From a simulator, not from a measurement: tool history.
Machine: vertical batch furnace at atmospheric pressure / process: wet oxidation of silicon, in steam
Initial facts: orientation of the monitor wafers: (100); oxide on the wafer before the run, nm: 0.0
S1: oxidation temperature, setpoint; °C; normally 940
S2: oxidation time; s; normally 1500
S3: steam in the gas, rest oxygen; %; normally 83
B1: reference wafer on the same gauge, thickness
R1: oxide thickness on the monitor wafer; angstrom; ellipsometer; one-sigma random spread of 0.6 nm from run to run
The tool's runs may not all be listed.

| run | hour | S1 | S2 | S3 | B1 | R1 |
|---|---|---|---|---|---|---|
| 1 | 0.0 | 948 | 1500 | 83 | 126.87 | 1207.2 |
| 2 | 26.4 | 948 | 1500 | 83 | 126.95 | 1212.1 |
| 3 | 41.6 | 960 | 1500 | 88 | 126.96 | 1464.2 |
| 4 | 60.1 | 960 | 1500 | 88 | 126.87 | 1457.1 |
| 5 | 78.7 | 960 | 1500 | 88 | 127.04 | 1457.2 |
| 6 | 105.8 | 940 | 1020 | 83 | 127.02 | 771.6 |
| 7 | 140.9 | 940 | 1500 | 83 | 126.88 | 1086.6 |
| 8 | 157.7 | 940 | 1500 | 83 | 126.88 | 1085.5 |
| 9 | 193.5 | 940 | 1500 | 83 | 126.95 | 1104.0 |
| 10 | 214.5 | 940 | 1500 | 83 | 126.98 | 1098.6 |
| 11 | 232.4 | 933 | 1500 | 83 | 127.04 | 1002.9 |
| 12 | 249.3 | 933 | 1500 | 83 | 126.98 | 998.9 |
| 13 | 283.2 | 951 | 1500 | 83 | 127.09 | 1248.6 |
| 14 | 311.6 | 951 | 1500 | 83 | 126.98 | 1249.2 |
| 15 | 336.9 | 951 | 1500 | 83 | 126.99 | 1241.1 |
| 16 | 340.6 | 923 | 1500 | 83 | 126.94 | 891.4 |
| 17 | 368.6 | 940 | 1500 | 83 | 126.96 | 1098.3 |
| 18 | 392.9 | 940 | 1500 | 83 | 127.02 | 1091.3 |
| 19 | 405.5 | 946 | 2070 | 78 | 126.99 | 1470.9 |
| 20 | 424.7 | 940 | 1260 | 73 | 127.00 | 831.4 |
| 21 | 441.0 | 940 | 750 | 83 | 127.02 | 578.1 |
| 22 | 472.9 | 940 | 1500 | 83 | 127.02 | 1096.5 |
| 23 | 487.6 | 940 | 1500 | 83 | 126.82 | 1093.3 |
| 24 | 504.3 | 940 | 1890 | 91 | 127.09 | 1458.2 |
| 25 | 521.2 | 940 | 1500 | 83 | 127.07 | 1091.0 |
| 26 | 537.9 | 924 | 1500 | 76 | 127.03 | 828.2 |
| 27 | 566.3 | 929 | 1860 | 77 | 127.09 | 1096.3 |
| 28 | 600.4 | 927 | 1500 | 72 | 127.05 | 814.8 |
| 29 | 635.5 | 953 | 1890 | 74 | 127.05 | 1426.8 |
| 30 | 665.6 | 952 | 1260 | 95 | 127.10 | 1231.9 |
| 31 | 687.2 | 962 | 1500 | 83 | 126.96 | 1429.4 |
| 32 | 717.5 | 940 | 1500 | 83 | 127.00 | 1093.9 |
| 33 | 802.1 | 963 | 870 | 83 | 126.89 | 892.0 |
| 34 | 824.3 | 960 | 1500 | 88 | 127.02 | 1461.0 |
| 35 | 856.8 | 929 | 1740 | 91 | 126.94 | 1196.0 |
| 36 | 874.9 | 940 | 1500 | 83 | 127.02 | 1097.2 |
| 37 | 890.7 | 957 | 1500 | 89 | 127.07 | 1420.2 |
| 38 | 922.3 | 940 | 1500 | 83 | 126.97 | 1096.8 |

Not shown: 3 entries that the log had between the listed runs. Between which runs, and how does the tool's hidden state differ before and after?
After run 14, before run 15: steam generator serviced (hour 336.4)
  the hidden state is the same at both runs
After run 22, before run 23: gauge calibrated (hour 475.7)
  the hidden state is the same at both runs
After run 29, before run 30: thermocouples replaced and temperature profile calibrated (hour 665.1)
  the hidden state is the same at both runs
